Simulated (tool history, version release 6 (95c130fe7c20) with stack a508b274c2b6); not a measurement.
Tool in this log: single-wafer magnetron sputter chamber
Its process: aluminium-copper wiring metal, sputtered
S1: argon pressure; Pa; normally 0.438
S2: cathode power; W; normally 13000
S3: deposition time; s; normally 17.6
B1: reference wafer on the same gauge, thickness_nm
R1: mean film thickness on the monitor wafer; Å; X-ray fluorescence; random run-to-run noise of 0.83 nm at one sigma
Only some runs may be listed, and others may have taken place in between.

| run | hour | S1 | S2 | S3 | B1 | R1 |
|---|---|---|---|---|---|---|
| 1 | 0 | 0.438 | 10600 | 15.6 | 407.102 | 2936.68 |
| 2 | 18.6 | 0.438 | 10600 | 15.6 | 406.968 | 2930.13 |
| 3 | 49.2 | 0.438 | 13000 | 17.6 | 406.915 | 3626.98 |
| 4 | 83.6 | 0.438 | 13000 | 17.6 | 407.1 | 3641.4 |
| 5 | 116.2 | 0.438 | 13000 | 17.6 | 406.978 | 3617.44 |
| 6 | 134 | 0.438 | 13000 | 17.6 | 407.075 | 3607.41 |
|  | 158 | gauge calibrated |
| 7 | 160.3 | 0.438 | 13000 | 17.6 | 407.129 | 3590.81 |
| 8 | 180.9 | 0.438 | 13000 | 17.6 | 407.163 | 3579.25 |
|  | 190.7 | sputter target and shields replaced |
| 9 | 212.9 | 0.438 | 13000 | 17.6 | 406.805 | 3646.92 |
| 10 | 239.8 | 0.584 | 13000 | 17.6 | 407.053 | 3473.87 |
| 11 | 265.5 | 0.388 | 13000 | 17.6 | 406.805 | 3700.2 |
| 12 | 295.1 | 0.438 | 13000 | 19.5 | 407.049 | 4036.15 |
|  | 316.1 | capacitance manometer re-zeroed and calibrated |
|  | 343 | magnet pack replaced |
| 13 | 386.9 | 0.438 | 13000 | 17.6 | 406.963 | 3610.78 |
| 14 | 417.1 | 0.438 | 15750 | 20.6 | 407.245 | 4639.65 |
|  | 426.8 | gauge calibrated |
| 15 | 448.6 | 0.438 | 13000 | 14.3 | 406.825 | 2891.24 |
|  | 472.5 | sputter target and shields replaced |
| 16 | 473 | 0.307 | 15750 | 14.6 | 407.026 | 3483.28 |

Alternative continuations, all from the tool just after run 16; predict every row:
| A | 473.4 | 0.438 | 13000 | 20.4 | ? | ? |
| B | 473.4 | 0.382 | 13000 | 17.6 | ? | ? |
| C | 473.4 | 0.438 | 13000 | 20.2 | ? | ? |
| D | 473.4 | 0.606 | 13000 | 19.9 | ? | ? |

| run | B1 | R1 |
|---|---|---|
| A | 407.095 | 4243.08 |
| B | 407.095 | 3732.04 |
| C | 407.095 | 4201.48 |
| D | 407.095 | 3909.6 |
What these runs would have given with no unlogged condition in the tool:
| run | R1 |
|---|---|
| A | 4262.64 |
| B | 3749.24 |
| C | 4220.85 |
| D | 3927.62 |

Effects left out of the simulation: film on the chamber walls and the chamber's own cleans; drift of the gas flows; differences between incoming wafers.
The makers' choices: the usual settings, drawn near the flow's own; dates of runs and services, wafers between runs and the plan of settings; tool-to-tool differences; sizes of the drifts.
